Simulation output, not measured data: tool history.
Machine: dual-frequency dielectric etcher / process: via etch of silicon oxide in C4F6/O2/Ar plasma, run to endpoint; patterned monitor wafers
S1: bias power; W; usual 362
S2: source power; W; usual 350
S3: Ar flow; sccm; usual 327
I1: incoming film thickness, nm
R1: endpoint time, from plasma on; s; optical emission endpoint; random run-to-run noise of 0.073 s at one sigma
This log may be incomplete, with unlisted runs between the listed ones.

run 1 hour=0.0 | S1=362 S2=350 S3=327 | I1=78.8 | R1=20.5
run 2 hour=63.8 | S1=362 S2=350 S3=327 | I1=79.0 | R1=20.7
run 3 hour=88.6 | S1=362 S2=350 S3=327 | I1=78.7 | R1=20.9
run 4 hour=143.6 | S1=362 S2=350 S3=327 | I1=79.5 | R1=21.0
-- hour=172.9 wet clean of the chamber
run 5 hour=211.4 | S1=362 S2=350 S3=310 | I1=79.2 | R1=20.0
run 6 hour=249.3 | S1=362 S2=350 S3=327 | I1=79.7 | R1=20.4
run 7 hour=319.4 | S1=362 S2=380 S3=384 | I1=79.1 | R1=20.0
run 8 hour=380.5 | S1=362 S2=380 S3=384 | I1=79.0 | R1=20.1
-- hour=449.7 upper electrode replaced
run 9 hour=450.2 | S1=362 S2=380 S3=384 | I1=79.3 | R1=20.3
run 10 hour=492.5 | S1=362 S2=350 S3=327 | I1=80.0 | R1=20.7
run 11 hour=516.8 | S1=362 S2=350 S3=286 | I1=79.4 | R1=20.4
-- hour=529.8 Ar flow controller replaced
run 12 hour=560.4 | S1=362 S2=350 S3=310 | I1=79.3 | R1=20.7
-- hour=626.7 source power generator calibrated
run 13 hour=627.2 | S1=451 S2=390 S3=409 | I1=79.3 | R1=19.3
run 14 hour=675.7 | S1=406 S2=320 S3=327 | I1=79.4 | R1=21.2
run 15 hour=720.5 | S1=362 S2=350 S3=327 | I1=79.5 | R1=21.1
-- hour=770.3 wet clean of the chamber
run 16 hour=780.0 | S1=362 S2=420 S3=288 | I1=80.9 | R1=18.8
run 17 hour=806.1 | S1=362 S2=350 S3=327 | I1=80.1 | R1=20.5
-- hour=830.5 bias power generator calibrated
run 18 hour=839.9 | S1=390 S2=380 S3=306 | I1=79.3 | R1=19.0
run 19 hour=898.8 | S1=408 S2=350 S3=303 | I1=79.4 | R1=19.6
run 20 hour=962.2 | S1=311 S2=350 S3=302 | I1=79.0 | R1=21.1
run 21 hour=1007.0 | S1=362 S2=350 S3=327 | I1=80.4 | R1=20.9
run 22 hour=1049.9 | S1=424 S2=260 S3=356 | I1=78.5 | R1=22.4

Branching from run 22: 5 alternative next runs. What would each branch give?
run A hour=1050.3 | S1=327 S2=350 S3=327 | I1=80.2 | R1=?
run B hour=1050.3 | S1=389 S2=310 S3=351 | I1=80.2 | R1=?
run C hour=1050.3 | S1=432 S2=330 S3=327 | I1=80.2 | R1=?
run D hour=1050.3 | S1=362 S2=380 S3=327 | I1=80.2 | R1=?
run E hour=1050.3 | S1=362 S2=380 S3=408 | I1=80.2 | R1=?

run=A R1=21.5
run=B R1=21.7
run=C R1=20.3
run=D R1=20.2
run=E R1=20.7
Without the tool's hidden state the same runs would have given:
run=A R1=21.1
run=B R1=21.3
run=C R1=19.9
run=D R1=19.8
run=E R1=20.3
